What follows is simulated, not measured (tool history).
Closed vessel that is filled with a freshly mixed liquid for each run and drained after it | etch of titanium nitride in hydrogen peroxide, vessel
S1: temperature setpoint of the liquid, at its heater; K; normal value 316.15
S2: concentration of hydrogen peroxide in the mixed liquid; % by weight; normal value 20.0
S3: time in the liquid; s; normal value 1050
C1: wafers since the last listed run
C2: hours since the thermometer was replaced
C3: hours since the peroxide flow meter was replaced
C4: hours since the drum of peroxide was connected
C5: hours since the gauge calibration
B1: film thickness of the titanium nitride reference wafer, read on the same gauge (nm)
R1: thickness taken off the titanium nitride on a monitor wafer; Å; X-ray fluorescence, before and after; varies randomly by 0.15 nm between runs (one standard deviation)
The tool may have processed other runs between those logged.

run 1 hour=0.0 | S1=316.15 S2=20.0 S3=1050 | C1=0 C2=2611.9 C3=1726.4 C4=825.1 C5=1295.2 | B1=49.96 | R1=260.9
run 2 hour=65.6 | S1=316.15 S2=20.0 S3=1050 | C1=4471 C2=2677.5 C3=1792.0 C4=890.7 C5=1360.8 | B1=49.97 | R1=261.2
run 3 hour=95.3 | S1=316.15 S2=20.0 S3=1050 | C1=2024 C2=2707.2 C3=1821.7 C4=920.4 C5=1390.5 | B1=50.00 | R1=262.2
-- hour=127.5 thermometer replaced
run 4 hour=131.0 | S1=316.15 S2=20.0 S3=675 | C1=2365 C2=3.5 C3=1857.4 C4=956.1 C5=1426.2 | B1=50.00 | R1=167.6
run 5 hour=174.8 | S1=316.15 S2=20.0 S3=675 | C1=2985 C2=47.3 C3=1901.2 C4=999.9 C5=1470.0 | B1=50.01 | R1=167.7
-- hour=228.9 gauge calibrated
run 6 hour=240.8 | S1=316.15 S2=20.0 S3=1050 | C1=4499 C2=113.3 C3=1967.2 C4=1065.9 C5=11.9 | B1=49.99 | R1=259.1
-- hour=283.4 peroxide flow meter replaced
run 7 hour=286.9 | S1=316.15 S2=23.5 S3=1050 | C1=3074 C2=159.4 C3=3.5 C4=1112.0 C5=58.0 | B1=50.00 | R1=275.7
-- hour=308.1 new drum of peroxide connected
run 8 hour=326.0 | S1=316.15 S2=22.5 S3=1050 | C1=2597 C2=198.5 C3=42.6 C4=17.9 C5=97.1 | B1=50.00 | R1=280.3
run 9 hour=389.8 | S1=323.65 S2=16.5 S3=1315 | C1=4349 C2=262.3 C3=106.4 C4=81.7 C5=160.9 | B1=50.00 | R1=565.0
run 10 hour=436.9 | S1=320.65 S2=20.0 S3=1050 | C1=3210 C2=309.4 C3=153.5 C4=128.8 C5=208.0 | B1=49.98 | R1=378.7
run 11 hour=501.9 | S1=316.15 S2=20.0 S3=1050 | C1=4430 C2=374.4 C3=218.5 C4=193.8 C5=273.0 | B1=49.98 | R1=269.9
run 12 hour=551.5 | S1=316.15 S2=20.0 S3=825 | C1=3381 C2=424.0 C3=268.1 C4=243.4 C5=322.6 | B1=50.02 | R1=213.1
run 13 hour=599.4 | S1=307.65 S2=20.0 S3=1050 | C1=3265 C2=471.9 C3=316.0 C4=291.3 C5=370.5 | B1=49.98 | R1=140.3
run 14 hour=648.0 | S1=308.15 S2=22.0 S3=1245 | C1=3312 C2=520.5 C3=364.6 C4=339.9 C5=419.1 | B1=49.99 | R1=174.9
run 15 hour=679.7 | S1=316.15 S2=20.0 S3=1050 | C1=2160 C2=552.2 C3=396.3 C4=371.6 C5=450.8 | B1=50.04 | R1=267.5
run 16 hour=730.1 | S1=309.15 S2=23.5 S3=605 | C1=3435 C2=602.6 C3=446.7 C4=422.0 C5=501.2 | B1=50.03 | R1=93.2
run 17 hour=789.5 | S1=325.65 S2=25.5 S3=1505 | C1=4049 C2=662.0 C3=506.1 C4=481.4 C5=560.6 | B1=50.01 | R1=821.8
run 18 hour=850.8 | S1=316.15 S2=20.0 S3=1050 | C1=4178 C2=723.3 C3=567.4 C4=542.7 C5=621.9 | B1=50.01 | R1=269.5
run 19 hour=884.3 | S1=321.65 S2=22.5 S3=615 | C1=2283 C2=756.8 C3=600.9 C4=576.2 C5=655.4 | B1=50.01 | R1=241.7
run 20 hour=941.3 | S1=306.65 S2=17.0 S3=1410 | C1=3885 C2=813.8 C3=657.9 C4=633.2 C5=712.4 | B1=50.01 | R1=165.8
run 21 hour=1004.2 | S1=310.15 S2=20.0 S3=1050 | C1=4287 C2=876.7 C3=720.8 C4=696.1 C5=775.3 | B1=49.99 | R1=167.6
run 22 hour=1053.3 | S1=316.15 S2=20.0 S3=705 | C1=3347 C2=925.8 C3=769.9 C4=745.2 C5=824.4 | B1=49.99 | R1=178.9
run 23 hour=1125.2 | S1=316.15 S2=25.5 S3=1505 | C1=4901 C2=997.7 C3=841.8 C4=817.1 C5=896.3 | B1=50.03 | R1=404.4
run 24 hour=1189.6 | S1=316.15 S2=20.0 S3=1050 | C1=4390 C2=1062.1 C3=906.2 C4=881.5 C5=960.7 | B1=50.00 | R1=266.7
run 25 hour=1220.7 | S1=316.15 S2=20.0 S3=1455 | C1=2120 C2=1093.2 C3=937.3 C4=912.6 C5=991.8 | B1=50.00 | R1=370.4
run 26 hour=1286.4 | S1=316.15 S2=22.0 S3=545 | C1=4478 C2=1158.9 C3=1003.0 C4=978.3 C5=1057.5 | B1=50.01 | R1=139.4
run 27 hour=1337.0 | S1=316.15 S2=20.0 S3=1050 | C1=3449 C2=1209.5 C3=1053.6 C4=1028.9 C5=1108.1 | B1=49.99 | R1=265.1
run 28 hour=1377.3 | S1=316.15 S2=20.0 S3=1050 | C1=2747 C2=1249.8 C3=1093.9 C4=1069.2 C5=1148.4 | B1=50.01 | R1=262.8

Each row is a separate what-if for the run after 28, all from the same tool condition, not one after another. Results?
run A hour=1378.2 | S1=316.15 S2=20.0 S3=1050 | C1=61 C2=1250.7 C3=1094.8 C4=1070.1 C5=1149.3 | B1=? | R1=?
run B hour=1378.2 | S1=311.15 S2=20.0 S3=670 | C1=61 C2=1250.7 C3=1094.8 C4=1070.1 C5=1149.3 | B1=? | R1=?
run C hour=1378.2 | S1=312.65 S2=26.0 S3=1345 | C1=61 C2=1250.7 C3=1094.8 C4=1070.1 C5=1149.3 | B1=? | R1=?
run D hour=1378.2 | S1=306.65 S2=20.0 S3=1050 | C1=61 C2=1250.7 C3=1094.8 C4=1070.1 C5=1149.3 | B1=? | R1=?
run E hour=1378.2 | S1=316.15 S2=23.5 S3=790 | C1=61 C2=1250.7 C3=1094.8 C4=1070.1 C5=1149.3 | B1=? | R1=?

run=A B1=49.96 R1=263.9
run=B B1=49.96 R1=114.8
run=C B1=49.96 R1=273.7
run=D B1=49.96 R1=126.0
run=E B1=49.96 R1=205.5
The same runs, with their run-to-run variation unchanged, on a tool lacking any hidden condition would have given:
run=A R1=272.5
run=B R1=118.5
run=C R1=282.8
run=D R1=130.1
run=E R1=212.3
